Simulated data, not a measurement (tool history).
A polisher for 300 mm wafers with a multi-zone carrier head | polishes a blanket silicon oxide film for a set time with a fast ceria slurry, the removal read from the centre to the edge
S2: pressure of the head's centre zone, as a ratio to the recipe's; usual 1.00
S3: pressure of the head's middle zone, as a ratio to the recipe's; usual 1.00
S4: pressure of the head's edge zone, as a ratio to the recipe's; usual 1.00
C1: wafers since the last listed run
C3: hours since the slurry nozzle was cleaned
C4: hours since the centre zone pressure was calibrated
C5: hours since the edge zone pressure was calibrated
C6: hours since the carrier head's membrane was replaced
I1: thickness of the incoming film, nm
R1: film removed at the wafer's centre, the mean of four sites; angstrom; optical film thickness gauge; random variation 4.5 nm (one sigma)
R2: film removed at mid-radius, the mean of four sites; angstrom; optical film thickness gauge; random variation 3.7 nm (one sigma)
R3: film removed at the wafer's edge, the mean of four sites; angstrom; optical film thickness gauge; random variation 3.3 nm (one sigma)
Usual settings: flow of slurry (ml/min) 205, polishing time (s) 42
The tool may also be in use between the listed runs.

{"run": 1, "hour": 0.0, "flow of slurry (ml/min)": 205, "S2": 1.0, "S3": 1.0, "S4": 1.0, "polishing time (s)": 42, "C1": 0, "wafers polished on this pad": 754, "C3": 794.2, "C4": 1043.1, "C5": 973.2, "C6": 1551.0, "I1": 2345.7, "R1": 3243, "R2": 3382, "R3": 3247}
{"hour": 9.6, "done": "worn pad replaced by a new one"}
{"run": 2, "hour": 13.4, "flow of slurry (ml/min)": 205, "S2": 1.0, "S3": 1.0, "S4": 1.0, "polishing time (s)": 42, "C1": 59, "wafers polished on this pad": 24, "C3": 807.6, "C4": 1056.5, "C5": 986.6, "C6": 1564.4, "I1": 2312.8, "R1": 3596, "R2": 3680, "R3": 3561}
{"run": 3, "hour": 37.2, "flow of slurry (ml/min)": 205, "S2": 1.0, "S3": 1.0, "S4": 1.0, "polishing time (s)": 42, "C1": 150, "wafers polished on this pad": 174, "C3": 831.4, "C4": 1080.3, "C5": 1010.4, "C6": 1588.2, "I1": 2295.6, "R1": 3527, "R2": 3572, "R3": 3464}
{"run": 4, "hour": 64.9, "flow of slurry (ml/min)": 205, "S2": 1.0, "S3": 1.0, "S4": 1.0, "polishing time (s)": 42, "C1": 174, "wafers polished on this pad": 348, "C3": 859.1, "C4": 1108.0, "C5": 1038.1, "C6": 1615.9, "I1": 2333.8, "R1": 3461, "R2": 3526, "R3": 3435}
{"run": 5, "hour": 78.7, "flow of slurry (ml/min)": 205, "S2": 1.0, "S3": 1.0, "S4": 1.0, "polishing time (s)": 42, "C1": 87, "wafers polished on this pad": 435, "C3": 872.9, "C4": 1121.8, "C5": 1051.9, "C6": 1629.7, "I1": 2299.7, "R1": 3458, "R2": 3558, "R3": 3403}
{"hour": 86.1, "done": "slurry nozzle cleaned"}
{"run": 6, "hour": 99.1, "flow of slurry (ml/min)": 205, "S2": 1.0, "S3": 1.0, "S4": 1.0, "polishing time (s)": 42, "C1": 122, "wafers polished on this pad": 558, "C3": 13.0, "C4": 1142.2, "C5": 1072.3, "C6": 1650.1, "I1": 2347.4, "R1": 3404, "R2": 3398, "R3": 3357}
{"hour": 106.9, "done": "centre zone pressure recalibrated"}
{"run": 7, "hour": 112.4, "flow of slurry (ml/min)": 205, "S2": 1.0, "S3": 1.0, "S4": 1.0, "polishing time (s)": 42, "C1": 71, "wafers polished on this pad": 629, "C3": 26.3, "C4": 5.5, "C5": 1085.6, "C6": 1663.4, "I1": 2301.7, "R1": 3355, "R2": 3424, "R3": 3344}
{"hour": 118.9, "done": "carrier head's membrane replaced by a new one"}
{"run": 8, "hour": 132.1, "flow of slurry (ml/min)": 165, "S2": 1.0, "S3": 1.0, "S4": 1.07, "polishing time (s)": 42, "C1": 92, "wafers polished on this pad": 722, "C3": 46.0, "C4": 25.2, "C5": 1105.3, "C6": 13.2, "I1": 2308.7, "R1": 3300, "R2": 3302, "R3": 3321}
{"hour": 137.5, "done": "worn pad replaced by a new one"}
{"run": 9, "hour": 146.2, "flow of slurry (ml/min)": 205, "S2": 1.0, "S3": 1.0, "S4": 1.06, "polishing time (s)": 42, "C1": 63, "wafers polished on this pad": 55, "C3": 60.1, "C4": 39.3, "C5": 1119.4, "C6": 27.3, "I1": 2274.0, "R1": 3679, "R2": 3718, "R3": 3645}
{"run": 10, "hour": 177.5, "flow of slurry (ml/min)": 205, "S2": 1.07, "S3": 1.0, "S4": 1.0, "polishing time (s)": 42, "C1": 197, "wafers polished on this pad": 252, "C3": 91.4, "C4": 70.6, "C5": 1150.7, "C6": 58.6, "I1": 2335.9, "R1": 3797, "R2": 3611, "R3": 3484}
{"run": 11, "hour": 189.6, "flow of slurry (ml/min)": 140, "S2": 1.05, "S3": 1.0, "S4": 0.96, "polishing time (s)": 42, "C1": 76, "wafers polished on this pad": 328, "C3": 103.5, "C4": 82.7, "C5": 1162.8, "C6": 70.7, "I1": 2281.6, "R1": 3537, "R2": 3461, "R3": 3371}
{"hour": 206.6, "done": "edge zone pressure recalibrated"}
{"run": 12, "hour": 217.0, "flow of slurry (ml/min)": 205, "S2": 1.0, "S3": 0.93, "S4": 0.95, "polishing time (s)": 42, "C1": 160, "wafers polished on this pad": 488, "C3": 130.9, "C4": 110.1, "C5": 10.4, "C6": 98.1, "I1": 2299.3, "R1": 3510, "R2": 3310, "R3": 3350}
{"run": 13, "hour": 236.5, "flow of slurry (ml/min)": 205, "S2": 1.0, "S3": 1.0, "S4": 1.0, "polishing time (s)": 29, "C1": 122, "wafers polished on this pad": 611, "C3": 150.4, "C4": 129.6, "C5": 29.9, "C6": 117.6, "I1": 2293.4, "R1": 2366, "R2": 2411, "R3": 2377}
{"run": 14, "hour": 264.4, "flow of slurry (ml/min)": 205, "S2": 1.0, "S3": 1.0, "S4": 1.0, "polishing time (s)": 42, "C1": 175, "wafers polished on this pad": 787, "C3": 178.3, "C4": 157.5, "C5": 57.8, "C6": 145.5, "I1": 2348.6, "R1": 3332, "R2": 3412, "R3": 3296}

4 ways to go on from here, each from the tool as it stands after run 14. What would each give?
{"run": "A", "hour": 264.8, "flow of slurry (ml/min)": 205, "S2": 1.0, "S3": 1.0, "S4": 1.0, "polishing time (s)": 35, "C1": 2, "wafers polished on this pad": 790, "C3": 178.7, "C4": 157.9, "C5": 58.2, "C6": 145.9, "I1": 2330.3, "R1": "?", "R2": "?", "R3": "?"}
{"run": "B", "hour": 264.8, "flow of slurry (ml/min)": 205, "S2": 1.08, "S3": 1.1, "S4": 1.08, "polishing time (s)": 42, "C1": 2, "wafers polished on this pad": 790, "C3": 178.7, "C4": 157.9, "C5": 58.2, "C6": 145.9, "I1": 2330.3, "R1": "?", "R2": "?", "R3": "?"}
{"run": "C", "hour": 264.8, "flow of slurry (ml/min)": 205, "S2": 1.0, "S3": 1.0, "S4": 1.0, "polishing time (s)": 52, "C1": 2, "wafers polished on this pad": 790, "C3": 178.7, "C4": 157.9, "C5": 58.2, "C6": 145.9, "I1": 2330.3, "R1": "?", "R2": "?", "R3": "?"}
{"run": "D", "hour": 264.8, "flow of slurry (ml/min)": 205, "S2": 1.0, "S3": 1.04, "S4": 1.0, "polishing time (s)": 42, "C1": 2, "wafers polished on this pad": 790, "C3": 178.7, "C4": 157.9, "C5": 58.2, "C6": 145.9, "I1": 2330.3, "R1": "?", "R2": "?", "R3": "?"}

run=A R1=2838 R2=2823 R3=2689
run=B R1=3581 R2=3672 R3=3318
run=C R1=4216 R2=4194 R3=3995
run=D R1=3406 R2=3502 R3=3225
Without the tool's hidden state the same runs would have given:
run=A R1=3115 R2=3099 R3=2952
run=B R1=3931 R2=4031 R3=3642
run=C R1=4628 R2=4604 R3=4386
run=D R1=3739 R2=3844 R3=3541
